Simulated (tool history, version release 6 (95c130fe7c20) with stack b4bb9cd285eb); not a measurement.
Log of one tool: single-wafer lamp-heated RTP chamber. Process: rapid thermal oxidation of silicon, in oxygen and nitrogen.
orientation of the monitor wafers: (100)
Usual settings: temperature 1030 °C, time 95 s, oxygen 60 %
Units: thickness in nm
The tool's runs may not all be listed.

run    hour  temperature  time  oxygen  read-back reference wafer on the same gauge, thickness  thickness
  1     0.0         1030    95      41                                                   8.375      6.155
  2    63.1         1030    95      41                                                   8.349      6.152
  3   160.1         1030    95      60                                                   8.365      7.158
  4   215.6         1030    95      60                                                   8.377      7.248
  5   265.4         1030    95      60                                                   8.369      7.307
      290.8  -- pyrometer window cleaned and pyrometer calibrated
  6   306.6         1030   116      60                                                   8.386      8.170
  7   404.3         1030   116      60                                                   8.372      8.248
  8   473.8         1030   116      60                                                   8.387      8.385
      553.3  -- pyrometer window cleaned and pyrometer calibrated, repeated, since the last time left the tool worse
  9   580.9         1030   106      52                                                   8.365      7.035
 10   624.1         1030   106      52                                                   8.351      7.102
      666.2  -- oxygen flow controller replaced
 11   666.7         1030   142      60                                                   8.377      8.512
 12   700.2         1030    95      60                                                   8.376      7.109
 13   748.1         1030    95      39                                                   8.378      6.196
      755.7  -- gauge calibrated
      818.3  -- pyrometer window cleaned and pyrometer calibrated
 14   834.9         1030    49      60                                                   8.375      5.266
 15  1052.9         1030    95      60                                                   8.390      7.258
 16  1096.6         1050    95      45                                                   8.382      7.560
     1142.1  -- pyrometer window cleaned and pyrometer calibrated
 17  1190.3         1015   135      75                                                   8.375      7.986
 18  1239.6         1030    95      39                                                   8.374      6.016
 19  1302.2         1030    49      60                                                   8.355      5.314
 20  1378.6         1020    95      60                                                   8.372      6.777
 21  1441.3         1009    77      42                                                   8.370      5.068

Forecast each of these 3 alternatives for the next run:
  A  1441.8         1030    95      60                                                       ?          ?
  B  1441.8         1030    95      77                                                       ?          ?
  C  1441.8         1030    95      52                                                       ?          ?

run  read-back reference wafer on the same gauge, thickness  thickness
  A                                                   8.363      7.412
  B                                                   8.363      8.105
  C                                                   8.363      7.044
Without the tool's hidden state the same runs would have given:
run  thickness
  A      7.139
  B      7.804
  C      6.785
